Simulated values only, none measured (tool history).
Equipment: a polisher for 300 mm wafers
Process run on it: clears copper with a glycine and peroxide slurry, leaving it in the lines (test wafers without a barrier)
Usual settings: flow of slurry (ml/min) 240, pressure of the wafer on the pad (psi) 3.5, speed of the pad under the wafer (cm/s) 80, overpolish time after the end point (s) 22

run,hour,flow of slurry (ml/min),pressure of the wafer on the pad (psi),speed of the pad under the wafer (cm/s),overpolish time after the end point (s),wafers since the last listed run,wafers polished on this pad,hours since the slurry nozzle was cleaned,hours since the head pressure was calibrated,"incoming thickness of the incoming film, nm",time until the end point was called (s),dishing of a wide line in a test structure (nm)
1,0.0,240,3.5,80,22,0,3742,508.8,348.6,613.0,108.2,77.2
# hour 16.4: slurry nozzle cleaned
# hour 63.4: worn pad replaced by a new one
2,91.3,240,3.5,80,22,717,232,74.9,439.9,612.5,112.0,78.9
3,153.1,240,3.5,60,22,514,746,136.7,501.7,601.6,136.1,65.2
# hour 169.2: head pressure recalibrated
4,211.0,240,3.5,60,22,465,1211,194.6,41.8,607.5,132.6,65.5
5,258.4,240,3.5,60,22,394,1605,242.0,89.2,613.9,133.7,68.6
6,326.8,240,4.1,96,22,568,2174,310.4,157.6,607.9,84.2,99.8
7,370.0,270,3.5,80,22,359,2534,353.6,200.8,602.0,105.5,82.0
8,411.6,270,3.5,80,22,346,2880,395.2,242.4,612.0,109.4,79.3
9,514.2,240,3.5,98,22,853,3733,497.8,345.0,620.0,92.2,90.0
10,577.6,240,3.5,94,22,527,4261,561.2,408.4,605.7,95.2,88.9
# hour 635.9: slurry nozzle cleaned
# hour 648.7: worn pad replaced by a new one
11,670.2,240,3.5,94,22,728,178,34.3,501.0,618.1,99.5,86.0
# hour 711.4: head pressure recalibrated
12,746.1,240,3.5,94,22,614,793,110.2,34.7,613.4,92.6,86.8
13,784.1,240,3.5,80,16,316,1109,148.2,72.7,619.8,109.8,62.2
14,873.7,240,3.5,80,16,745,1854,237.8,162.3,597.8,106.4,63.4
15,980.9,240,3.5,80,16,891,2746,345.0,269.5,613.9,110.0,61.1
16,1077.3,240,3.5,80,22,801,3548,441.4,365.9,602.7,107.9,76.9
# hour 1144.6: slurry nozzle cleaned
17,1159.6,240,4.2,80,31,676,4224,15.0,448.2,612.6,100.3,107.9
18,1200.1,310,4.0,100,18,336,4561,55.5,488.7,608.1,81.8,81.3
19,1255.9,205,4.2,68,22,464,5025,111.3,544.5,608.0,115.2,75.7
# hour 1261.9: worn pad replaced by a new one
# hour 1266.4: head pressure recalibrated
20,1354.7,240,4.4,80,25,771,755,210.1,88.3,611.4,93.1,100.9
21,1430.6,240,3.5,80,22,631,1386,286.0,164.2,604.5,108.7,78.0
22,1475.5,310,4.5,58,32,373,1759,330.9,209.1,596.4,115.9,101.2
23,1576.3,240,3.5,92,27,838,2598,431.7,309.9,604.0,97.6,98.6
# hour 1641.3: slurry nozzle cleaned
24,1644.3,240,3.5,80,29,557,3155,3.0,377.9,609.7,111.8,96.8
25,1731.8,240,3.5,80,22,727,3883,90.5,465.4,610.3,111.0,79.4
26,1783.9,240,3.5,80,22,433,4317,142.6,517.5,609.1,108.4,77.0
# hour 1809.8: head pressure recalibrated
27,1857.1,240,3.5,68,22,592,4909,215.8,47.3,603.6,119.2,73.7
# hour 1876.1: worn pad replaced by a new one
28,1935.5,240,4.4,80,34,618,493,294.2,125.7,603.2,91.8,123.6
29,1982.5,240,3.9,52,22,390,884,341.2,172.7,608.1,140.9,65.6
30,2018.8,170,3.5,90,22,301,1186,377.5,209.0,615.0,104.9,80.2
31,2073.1,240,3.5,80,22,451,1638,431.8,263.3,608.3,108.4,76.3
32,2139.4,240,3.5,80,22,551,2190,498.1,329.6,616.7,111.0,78.9
# hour 2208.6: slurry nozzle cleaned
33,2213.1,170,3.5,60,22,604,2794,4.5,403.3,618.3,145.7,62.0
34,2287.1,240,3.5,80,22,615,3410,78.5,477.3,604.4,109.1,79.1
# hour 2343.3: head pressure recalibrated
35,2370.9,240,3.5,80,22,680,4090,162.3,27.6,606.0,103.8,81.0

Each row is a separate what-if for the run after 35, all from the same tool condition, not one after another. Results?
A,2371.4,240,3.5,80,22,4,4095,162.8,28.1,610.2,?,?
B,2371.4,265,3.5,80,11,4,4095,162.8,28.1,610.2,?,?
C,2371.4,240,3.5,52,22,4,4095,162.8,28.1,610.2,?,?

run,time until the end point was called (s),dishing of a wide line in a test structure (nm)
A,106.3,81.6
B,105.1,46.0
C,149.3,62.6
Without the tool's hidden state the same runs would have given:
run,time until the end point was called (s),dishing of a wide line in a test structure (nm)
A,105.2,82.2
B,104.1,46.4
C,148.0,63.1

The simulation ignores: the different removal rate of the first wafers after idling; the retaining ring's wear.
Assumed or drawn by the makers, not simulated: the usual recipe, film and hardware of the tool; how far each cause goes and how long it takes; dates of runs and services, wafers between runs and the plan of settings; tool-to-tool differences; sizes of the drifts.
